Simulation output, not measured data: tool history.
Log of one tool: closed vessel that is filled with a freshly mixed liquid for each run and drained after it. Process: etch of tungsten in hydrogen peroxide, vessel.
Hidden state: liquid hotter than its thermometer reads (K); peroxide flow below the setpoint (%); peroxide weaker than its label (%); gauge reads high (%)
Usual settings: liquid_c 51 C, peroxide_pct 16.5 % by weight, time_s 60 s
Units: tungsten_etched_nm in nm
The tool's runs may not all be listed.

run     day  liquid_c  peroxide_pct  time_s  wafers since the last listed run  hours since the thermometer was replaced  hours since the peroxide flow meter was replaced  hours since the drum of peroxide was connected  hours since the gauge calibration  read-back film thickness of the tungsten reference wafer, read on the same gauge (nm)  tungsten_etched_nm
  1       0        51          16.5      60                                 0                                    1669.5                                             458.5                                           905.2                             1229.4                                                                                  79.98               58.22
  2   1.217        51          16.5      60                              2125                                    1698.7                                             487.7                                           934.4                             1258.6                                                                                  79.98               58.02
  3   4.062        51          16.5      60                              4970                                      1767                                               556                                          1002.7                             1326.9                                                                                  79.98               58.38
  4   6.104        51          16.5      60                              3566                                      1816                                               605                                          1051.7                             1375.9                                                                                  80.01               58.34
  5   8.921        51            14      85                              4919                                    1883.6                                             672.6                                          1119.3                             1443.5                                                                                  80.01               75.34
  6   10.75        51            14      85                              3195                                    1927.5                                             716.5                                          1163.2                             1487.4                                                                                  80.01               75.51
     13.283  -- gauge calibrated
  7  13.667        51          16.5      60                              5094                                    1997.5                                             786.5                                          1233.2                                9.2                                                                                  79.97               57.47
  8  14.925        51          16.5      60                              2197                                    2027.7                                             816.7                                          1263.4                               39.4                                                                                     80               57.92
     16.538  -- thermometer replaced
  9  17.875        51          16.5      50                              5080                                      32.1                                             887.5                                          1334.2                              110.2                                                                                     80               47.15
 10  19.008        51          16.5      60                              1979                                      59.3                                             914.7                                          1361.4                              137.4                                                                                     80                57.4
 11  20.175        51          19.5      60                              2037                                      87.3                                             942.7                                          1389.4                              165.4                                                                                     80               62.49
 12  21.483        51            13      75                              2285                                     118.7                                             974.1                                          1420.8                              196.8                                                                                  80.01               64.87
     21.808  -- new drum of peroxide connected
     23.129  -- peroxide flow meter replaced
 13  23.179        51          16.5      60                              2816                                     159.4                                               1.2                                            32.9                              237.5                                                                                  80.03               60.13
 14   24.55        51          16.5      60                              2394                                     192.3                                              34.1                                            65.8                              270.4                                                                                     80               59.72
 15  32.775        51          19.5      85                             14366                                     389.7                                             231.5                                           263.2                              467.8                                                                                     80               92.83
 16  34.783        59          16.5      60                              3508                                     437.9                                             279.7                                           311.4                                516                                                                                  80.02               95.88
 17  37.021      48.5          12.5      30                              3908                                     491.6                                             333.4                                           365.1                              569.7                                                                                  80.03               22.45
 18  39.033        42          14.5      80                              3515                                     539.9                                             381.7                                           413.4                                618                                                                                  79.98               42.55
 19  40.488        51          16.5      35                              2540                                     574.8                                             416.6                                           448.3                              652.9                                                                                  79.98               34.63
 20  41.812        51            19      60                              2314                                     606.6                                             448.4                                           480.1                              684.7                                                                                     80               62.96
 21    43.4      58.5          16.5      70                              2772                                     644.7                                             486.5                                           518.2                              722.8                                                                                  80.01              109.37
 22  46.121      58.5          16.5      60                              4752                                       710                                             551.8                                           583.5                              788.1                                                                                  80.01                  92
 23  47.592        51          14.5      40                              2569                                     745.3                                             587.1                                           618.8                              823.4                                                                                  80.02               36.26
 24   48.65        51            14      30                              1848                                     770.7                                             612.5                                           644.2                              848.8                                                                                  80.01               27.32
 25  51.892      42.5          16.5      60                              5662                                     848.5                                             690.3                                             722                              926.6                                                                                  79.98               35.16
 26  54.854        51            15      60                              5174                                     919.6                                             761.4                                           793.1                              997.7                                                                                  80.02                56.4
 27  56.296        51          16.5      60                              2518                                     954.2                                               796                                           827.7                             1032.3                                                                                  80.02               58.69
 28  59.296      43.5          16.5      60                              5240                                    1026.2                                               868                                           899.7                             1104.3                                                                                  80.02               37.03
 29  60.667        57          16.5      95                              2394                                    1059.1                                             900.9                                           932.6                             1137.2                                                                                  80.01              132.98

How the hidden state differs across the entries between the runs, from the last listed run before each to the first after it:
Between runs 6 and 7: gauge calibrated (day 13.283)
  peroxide weaker than its label (%): 6.37 -> 6.75
  measured less the result without the state, tungsten_etched_nm: -2.53 -> -2.05 nm
Between runs 8 and 9: thermometer replaced (day 16.538)
  peroxide weaker than its label (%): 6.91 -> 7.29
  measured less the result without the state, tungsten_etched_nm: -2.11 -> -1.82 nm
Between runs 12 and 13: new drum of peroxide connected (day 21.808); peroxide flow meter replaced (day 23.129)
  peroxide weaker than its label (%): 7.76 -> 0.259
  measured less the result without the state, tungsten_etched_nm: -2.67 -> -0.08 nm

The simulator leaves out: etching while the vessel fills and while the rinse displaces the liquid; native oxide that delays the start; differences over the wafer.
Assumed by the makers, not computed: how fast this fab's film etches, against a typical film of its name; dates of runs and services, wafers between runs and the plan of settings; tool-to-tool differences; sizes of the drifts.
